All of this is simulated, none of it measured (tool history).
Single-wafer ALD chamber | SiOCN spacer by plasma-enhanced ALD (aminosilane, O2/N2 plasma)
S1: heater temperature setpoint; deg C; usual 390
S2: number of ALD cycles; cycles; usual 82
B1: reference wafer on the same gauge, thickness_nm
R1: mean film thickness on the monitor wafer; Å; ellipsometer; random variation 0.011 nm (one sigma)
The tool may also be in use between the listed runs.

| run | hour | S1 | S2 | B1 | R1 |
|---|---|---|---|---|---|
| 1 | 0.0 | 390 | 82 | 4.800 | 45.23 |
| 2 | 69.5 | 382 | 82 | 4.801 | 45.44 |
| 3 | 118.6 | 382 | 82 | 4.802 | 45.14 |
| 4 | 202.0 | 390 | 69 | 4.798 | 38.18 |
| 5 | 255.6 | 390 | 69 | 4.803 | 38.20 |
| 6 | 363.1 | 390 | 69 | 4.801 | 38.22 |
| 7 | 402.1 | 390 | 94 | 4.800 | 52.20 |
| 8 | 506.5 | 390 | 82 | 4.804 | 45.57 |
| 9 | 561.0 | 390 | 82 | 4.798 | 45.25 |
| 10 | 656.2 | 390 | 82 | 4.805 | 45.25 |
| 11 | 749.0 | 390 | 82 | 4.800 | 45.51 |
| 12 | 825.6 | 396 | 92 | 4.801 | 50.98 |
| 13 | 890.5 | 390 | 82 | 4.809 | 45.46 |
| 14 | 984.5 | 400 | 82 | 4.800 | 45.52 |
| 15 | 1281.7 | 400 | 82 | 4.799 | 45.33 |
| 16 | 1368.1 | 390 | 82 | 4.800 | 45.44 |
| 17 | 1459.8 | 390 | 82 | 4.796 | 45.40 |
| 18 | 1506.1 | 384 | 76 | 4.798 | 41.85 |
| 19 | 1808.4 | 390 | 97 | 4.801 | 53.52 |
| 20 | 1879.5 | 402 | 94 | 4.796 | 51.68 |
| 21 | 1929.4 | 390 | 96 | 4.798 | 53.08 |
| 22 | 2023.1 | 403 | 82 | 4.806 | 45.17 |
| 23 | 2093.3 | 399 | 71 | 4.799 | 39.33 |
| 24 | 2145.0 | 390 | 82 | 4.795 | 45.25 |
| 25 | 2197.8 | 390 | 82 | 4.796 | 45.16 |
| 26 | 2485.4 | 376 | 66 | 4.795 | 36.53 |
| 27 | 2546.5 | 385 | 74 | 4.797 | 40.75 |
| 28 | 2675.5 | 403 | 98 | 4.799 | 53.86 |
| 29 | 2771.3 | 382 | 72 | 4.803 | 39.79 |
| 30 | 2837.7 | 403 | 68 | 4.798 | 37.49 |
| 31 | 2911.3 | 386 | 71 | 4.795 | 39.22 |
| 32 | 2975.4 | 395 | 72 | 4.800 | 39.91 |
| 33 | 3045.7 | 394 | 82 | 4.795 | 45.31 |
| 34 | 3086.4 | 390 | 82 | 4.796 | 45.31 |
| 35 | 3135.4 | 397 | 88 | 4.799 | 48.75 |

Taken out of this log: 3 entries between the listed runs. Where each belongs, and how the hidden state differs across it:
Between runs 13 and 14: thermocouple changed; heater temperature recalibrated (hour 951.0)
  no hidden state differs between the two runs
Between runs 25 and 26: gauge calibrated (hour 2299.9)
  no hidden state differs between the two runs
Between runs 26 and 27: thermocouple changed; heater temperature recalibrated (hour 2509.1)
  no hidden state differs between the two runs

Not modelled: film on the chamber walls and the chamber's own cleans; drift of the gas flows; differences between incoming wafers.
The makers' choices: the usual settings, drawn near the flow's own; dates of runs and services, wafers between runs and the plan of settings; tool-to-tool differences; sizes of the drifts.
